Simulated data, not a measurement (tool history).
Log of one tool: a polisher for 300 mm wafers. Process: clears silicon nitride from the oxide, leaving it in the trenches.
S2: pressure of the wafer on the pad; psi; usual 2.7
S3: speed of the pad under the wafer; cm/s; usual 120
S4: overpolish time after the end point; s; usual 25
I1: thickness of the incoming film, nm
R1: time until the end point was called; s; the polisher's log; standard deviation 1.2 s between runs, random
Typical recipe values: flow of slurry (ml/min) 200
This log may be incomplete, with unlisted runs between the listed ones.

Run 1, hour 0: usual settings but S3 98 cm/s; I1 98.8. Result: R1 127.7 s.
Run 2, hour 7.5: usual settings but S3 98 cm/s; I1 99.4. Result: R1 130.6 s.
At hour 14.1: worn pad replaced by a new one.
Run 3, hour 14.6: usual settings but flow of slurry (ml/min) 220; I1 100.1. Result: R1 108.4 s.
Run 4, hour 22.1: usual settings but flow of slurry (ml/min) 220; I1 98.4. Result: R1 104.9 s.
Run 5, hour 38.9: usual settings but flow of slurry (ml/min) 220; I1 98.9. Result: R1 105.9 s.
Run 6, hour 46.7: usual settings but S4 18 s; I1 100.5. Result: R1 107.6 s.
Run 7, hour 53.8: usual settings but S4 18 s; I1 99.8. Result: R1 105.9 s.
Run 8, hour 61.4: usual settings but S4 18 s; I1 100.1. Result: R1 106.3 s.
Run 9, hour 70.6: usual settings but flow of slurry (ml/min) 185; I1 101.8. Result: R1 113 s.
Run 10, hour 80.1: usual settings but flow of slurry (ml/min) 185; I1 101.5. Result: R1 109.1 s.
Run 11, hour 108.5: usual settings but flow of slurry (ml/min) 185; I1 99.9. Result: R1 109.4 s.
Run 12, hour 122.2: usual settings but S4 29 s; I1 99.7. Result: R1 106.5 s.
At hour 134.4: worn pad replaced by a new one.
Run 13, hour 134.9: usual settings but S3 148 cm/s, S4 20 s; I1 100.9. Result: R1 86.7 s.
Run 14, hour 138.7: usual settings; I1 99.5. Result: R1 107 s.
Run 15, hour 149.8: usual settings; I1 100.1. Result: R1 111 s.
At hour 158: head pressure recalibrated.
Run 16, hour 159.4: usual settings but flow of slurry (ml/min) 225, S2 2 psi; I1 98.4. Result: R1 141.8 s.
Run 17, hour 166.6: usual settings but flow of slurry (ml/min) 240, S2 3.2 psi, S3 82 cm/s; I1 98.8. Result: R1 129.1 s.
Run 18, hour 179.4: usual settings but S3 106 cm/s, S4 31 s; I1 98.6. Result: R1 122 s.
Run 19, hour 195.6: usual settings but S2 3.1 psi, S4 18 s; I1 100.4. Result: R1 93.8 s.
At hour 210: slurry nozzle cleaned.
At hour 240.9: worn pad replaced by a new one.
Run 20, hour 241.4: usual settings but S3 152 cm/s, S4 33 s; I1 98.4. Result: R1 83 s.
Run 21, hour 251.5: usual settings but flow of slurry (ml/min) 260, S2 2.1 psi, S3 94 cm/s, S4 15 s; I1 99.3. Result: R1 167 s.
Run 22, hour 265.3: usual settings but S4 11 s; I1 99.6. Result: R1 108.8 s.
Run 23, hour 272.3: usual settings but S4 11 s; I1 100.6. Result: R1 109.4 s.
Run 24, hour 284.5: usual settings but S3 132 cm/s, S4 19 s; I1 100. Result: R1 96.4 s.
Run 25, hour 294.8: usual settings; I1 100.9. Result: R1 108.9 s.
Run 26, hour 304.8: usual settings but S2 2.9 psi, S3 142 cm/s, S4 20 s; I1 99.4. Result: R1 85.1 s.
Run 27, hour 320.1: usual settings; I1 98.3. Result: R1 106 s.
Run 28, hour 326.9: usual settings; I1 99.5. Result: R1 108.7 s.
Run 29, hour 334: usual settings but S2 3.5 psi, S4 11 s; I1 99.5. Result: R1 81.6 s.
At hour 354.5: worn pad replaced by a new one.
Run 30, hour 355: usual settings; I1 99.8. Result: R1 108.5 s.

Forecast each of these 4 alternatives for the next run:
Run A, hour 355.5: usual settings but S3 162 cm/s; I1 99.1. Result: R1 ?.
Run B, hour 355.5: usual settings but S3 132 cm/s, S4 17 s; I1 99.1. Result: R1 ?.
Run C, hour 355.5: usual settings but S2 3.2 psi, S4 16 s; I1 99.1. Result: R1 ?.
Run D, hour 355.5: usual settings but flow of slurry (ml/min) 225, S2 2.1 psi; I1 99.1. Result: R1 ?.

run     R1
  A   78.9
  B   96.9
  C   89.9
  D  134.9
With the hidden condition removed and each run's random variation left untouched, the same runs would have given:
run     R1
  A   78.9
  B   96.9
  C   89.9
  D  134.9

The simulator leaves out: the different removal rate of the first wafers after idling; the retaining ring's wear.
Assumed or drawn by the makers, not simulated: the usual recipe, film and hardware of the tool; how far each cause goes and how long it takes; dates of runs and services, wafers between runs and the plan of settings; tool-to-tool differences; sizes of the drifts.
